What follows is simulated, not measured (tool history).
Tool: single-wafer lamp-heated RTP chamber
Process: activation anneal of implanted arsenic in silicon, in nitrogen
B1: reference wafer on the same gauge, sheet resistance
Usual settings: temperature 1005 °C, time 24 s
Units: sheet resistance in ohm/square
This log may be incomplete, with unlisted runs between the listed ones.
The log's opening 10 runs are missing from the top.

{"run": 11, "day": 10.017, "temperature": 1005, "time": 24, "B1": 309.11, "sheet resistance": 318.24}
{"run": 12, "day": 12.467, "temperature": 1005, "time": 24, "B1": 309.06, "sheet resistance": 319.32}
{"run": 13, "day": 13.054, "temperature": 1005, "time": 24, "B1": 308.96, "sheet resistance": 319.01}
{"run": 14, "day": 14.183, "temperature": 1005, "time": 24, "B1": 309.04, "sheet resistance": 317.85}
{"run": 15, "day": 15.571, "temperature": 1005, "time": 24, "B1": 309.18, "sheet resistance": 317.79}
{"run": 16, "day": 16.171, "temperature": 981, "time": 12, "B1": 308.98, "sheet resistance": 321.64}
{"day": 17.192, "done": "pyrometer window cleaned and pyrometer calibrated"}
{"run": 17, "day": 17.425, "temperature": 985, "time": 13, "B1": 309.1, "sheet resistance": 322.17}
{"run": 18, "day": 18.217, "temperature": 1005, "time": 24, "B1": 309.04, "sheet resistance": 318.3}
{"run": 19, "day": 18.975, "temperature": 1013, "time": 32, "B1": 309.16, "sheet resistance": 317.6}
{"day": 19.871, "done": "gauge calibrated"}
{"run": 20, "day": 20.004, "temperature": 1005, "time": 24, "B1": 309.02, "sheet resistance": 319.27}
{"run": 21, "day": 20.8, "temperature": 1005, "time": 24, "B1": 309.03, "sheet resistance": 319.02}
{"run": 22, "day": 22.146, "temperature": 1005, "time": 24, "B1": 308.86, "sheet resistance": 318.43}
{"run": 23, "day": 22.683, "temperature": 1035, "time": 10, "B1": 308.94, "sheet resistance": 319.34}
{"day": 23.9, "done": "reflector plate cleaned"}
{"run": 24, "day": 23.921, "temperature": 996, "time": 10, "B1": 308.81, "sheet resistance": 322.78}
{"run": 25, "day": 24.7, "temperature": 979, "time": 24, "B1": 309.04, "sheet resistance": 320.62}
{"run": 26, "day": 25.367, "temperature": 1027, "time": 24, "B1": 309.23, "sheet resistance": 316.67}
{"run": 27, "day": 26.508, "temperature": 1005, "time": 24, "B1": 309.04, "sheet resistance": 318.76}
{"run": 28, "day": 27.971, "temperature": 1005, "time": 18, "B1": 308.99, "sheet resistance": 319.26}
{"run": 29, "day": 28.508, "temperature": 1030, "time": 32, "B1": 309.01, "sheet resistance": 314.85}
{"run": 30, "day": 29.55, "temperature": 1032, "time": 10, "B1": 309.04, "sheet resistance": 319.34}
{"day": 30.562, "done": "pyrometer window cleaned and pyrometer calibrated"}
{"run": 31, "day": 30.583, "temperature": 1029, "time": 32, "B1": 309.05, "sheet resistance": 315.62}

Here are 4 independent what-if runs from the current tool condition. What would each one return?
{"run": "A", "day": 30.6, "temperature": 1005, "time": 10, "B1": "?", "sheet resistance": "?"}
{"run": "B", "day": 30.6, "temperature": 978, "time": 15, "B1": "?", "sheet resistance": "?"}
{"run": "C", "day": 30.6, "temperature": 1019, "time": 24, "B1": "?", "sheet resistance": "?"}
{"run": "D", "day": 30.6, "temperature": 1033, "time": 28, "B1": "?", "sheet resistance": "?"}

run=A B1=308.83 sheet_resistance=321.09
run=B B1=308.83 sheet_resistance=321.54
run=C B1=308.83 sheet_resistance=316.84
run=D B1=308.83 sheet_resistance=314.71
With the hidden condition removed and each run's random variation left untouched, the same runs would have given:
run=A sheet_resistance=321.09
run=B sheet_resistance=321.54
run=C sheet_resistance=316.84
run=D sheet_resistance=314.71
